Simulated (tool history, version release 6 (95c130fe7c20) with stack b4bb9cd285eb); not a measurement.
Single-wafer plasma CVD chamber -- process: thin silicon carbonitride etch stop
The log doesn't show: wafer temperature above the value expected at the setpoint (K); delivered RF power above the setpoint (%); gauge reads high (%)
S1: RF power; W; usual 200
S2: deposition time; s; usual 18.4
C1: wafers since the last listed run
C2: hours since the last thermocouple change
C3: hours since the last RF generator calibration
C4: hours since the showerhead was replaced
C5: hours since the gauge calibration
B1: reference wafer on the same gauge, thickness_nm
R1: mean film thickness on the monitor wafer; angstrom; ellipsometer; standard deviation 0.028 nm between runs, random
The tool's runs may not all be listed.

run	day	S1	S2	C1	C2	C3	C4	C5	B1	R1
1	0.000	200	15.9	0	339.2	347.0	3144.4	291.4	9.475	84.96
2	2.288	200	15.9	1286	394.1	401.9	3199.3	346.3	9.481	84.83
3	3.838	200	18.4	871	431.3	439.1	3236.5	383.5	9.486	97.61
4	5.183	200	18.4	757	463.6	471.4	3268.8	415.8	9.473	97.68
5	6.246	200	20.4	597	489.1	496.9	3294.3	441.3	9.480	108.26
6	8.279	200	20.4	1143	537.9	545.7	3343.1	490.1	9.472	108.10
7	11.062	200	20.4	1565	604.7	612.5	3409.9	556.9	9.477	108.10
8	17.062	200	18.4	3374	748.7	756.5	3553.9	700.9	9.480	96.93
9	19.038	200	18.4	1110	796.1	803.9	3601.3	748.3	9.485	97.02
# day 20.046: thermocouple changed; heater temperature recalibrated
10	21.779	200	18.4	1354	41.6	869.7	3667.1	814.1	9.484	96.96
11	24.046	200	18.4	1274	96.0	924.1	3721.5	868.5	9.481	97.19
12	26.838	200	18.4	1570	163.0	991.1	3788.5	935.5	9.483	97.34
# day 28.567: RF generator calibrated
13	28.842	200	18.4	939	211.1	6.6	3836.6	983.6	9.475	99.24
14	31.062	200	18.4	1249	264.4	59.9	3889.9	1036.9	9.482	98.90
15	33.292	200	18.4	1253	317.9	113.4	3943.4	1090.4	9.475	98.80
16	35.704	200	18.4	1356	375.8	171.3	4001.3	1148.3	9.480	98.37
17	37.738	210	16.3	1143	424.6	220.1	4050.1	1197.1	9.480	88.01
# day 45.404: gauge calibrated
18	45.446	165	17.3	4335	609.6	405.1	4235.1	1.0	9.476	88.73
19	46.988	210	21.9	867	646.6	442.1	4272.1	38.0	9.483	118.19
20	48.629	200	18.4	923	686.0	481.5	4311.5	77.4	9.488	98.10
21	50.888	230	17.5	1270	740.2	535.7	4365.7	131.6	9.483	96.58
# day 52.471: showerhead replaced
22	52.492	230	21.8	714	778.7	574.2	0.5	170.1	9.487	120.38
# day 56.054: thermocouple changed; heater temperature recalibrated
23	61.296	170	21.1	4764	125.8	785.5	211.8	381.4	9.475	107.42
24	63.325	200	18.4	1141	174.5	834.2	260.5	430.1	9.480	97.55
25	66.583	175	21.2	1832	252.7	912.4	338.7	508.3	9.478	108.77
26	69.508	180	16.9	1645	322.9	982.6	408.9	578.5	9.480	87.37
# day 74.675: RF generator calibrated
27	77.283	200	15.0	4185	509.5	62.6	595.5	765.1	9.481	80.39
28	79.179	200	18.4	1066	555.0	108.1	641.0	810.6	9.477	98.31
29	80.300	175	18.4	630	581.9	135.0	667.9	837.5	9.482	95.64
30	82.404	175	20.9	1183	632.4	185.5	718.4	888.0	9.472	108.29
31	84.021	215	18.4	909	671.2	224.3	757.2	926.8	9.482	99.80
32	85.325	210	16.3	733	702.5	255.6	788.5	958.1	9.482	87.88
33	90.792	190	15.2	3074	833.7	386.8	919.7	1089.3	9.472	80.34

Predict each of these 3 candidate next runs independently; none follows another, all start after run 33:
A	90.808	200	20.0	9	834.1	387.2	920.1	1089.7	?	?
B	90.808	200	21.1	9	834.1	387.2	920.1	1089.7	?	?
C	90.808	220	15.3	9	834.1	387.2	920.1	1089.7	?	?

run	B1	R1
A	9.485	106.15
B	9.485	111.98
C	9.485	83.03
With no hidden state in the tool, these same runs would have given:
run	R1
A	107.43
B	113.34
C	84.04

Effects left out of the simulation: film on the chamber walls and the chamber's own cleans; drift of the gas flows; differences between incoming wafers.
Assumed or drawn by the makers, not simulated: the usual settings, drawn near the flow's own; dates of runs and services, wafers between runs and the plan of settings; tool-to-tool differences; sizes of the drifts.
